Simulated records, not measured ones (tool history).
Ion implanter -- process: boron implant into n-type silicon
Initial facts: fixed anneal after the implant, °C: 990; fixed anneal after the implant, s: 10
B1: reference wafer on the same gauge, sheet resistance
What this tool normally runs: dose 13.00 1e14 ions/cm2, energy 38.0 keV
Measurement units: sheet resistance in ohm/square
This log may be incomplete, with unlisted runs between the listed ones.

run 1 hour=0.0 | dose=13.00 energy=38.0 | B1=115.99 | sheet_resistance=107.61
run 2 hour=71.6 | dose=13.00 energy=38.0 | B1=115.90 | sheet_resistance=107.61
run 3 hour=235.7 | dose=12.14 energy=28.0 | B1=116.00 | sheet_resistance=115.16
run 4 hour=265.4 | dose=12.14 energy=28.0 | B1=116.00 | sheet_resistance=114.77
run 5 hour=334.6 | dose=13.00 energy=38.0 | B1=115.97 | sheet_resistance=108.34
-- hour=366.9 gauge calibrated
run 6 hour=400.2 | dose=13.99 energy=34.0 | B1=115.94 | sheet_resistance=103.17
run 7 hour=448.9 | dose=13.99 energy=34.0 | B1=116.03 | sheet_resistance=103.02
-- hour=496.0 extraction supply calibrated
run 8 hour=510.5 | dose=15.32 energy=48.0 | B1=115.88 | sheet_resistance=96.13
-- hour=564.5 Faraday cup replaced and dose calibrated
run 9 hour=565.0 | dose=12.14 energy=28.0 | B1=115.96 | sheet_resistance=110.61

Predict the results of run 10:
run 10 hour=619.9 | dose=9.46 energy=41.5 | B1=? | sheet_resistance=?

{"run 10": {"B1": 115.99, "sheet resistance": 132.55}}
Without the tool's hidden state the same run would have given sheet resistance 133.08 ohm/square.

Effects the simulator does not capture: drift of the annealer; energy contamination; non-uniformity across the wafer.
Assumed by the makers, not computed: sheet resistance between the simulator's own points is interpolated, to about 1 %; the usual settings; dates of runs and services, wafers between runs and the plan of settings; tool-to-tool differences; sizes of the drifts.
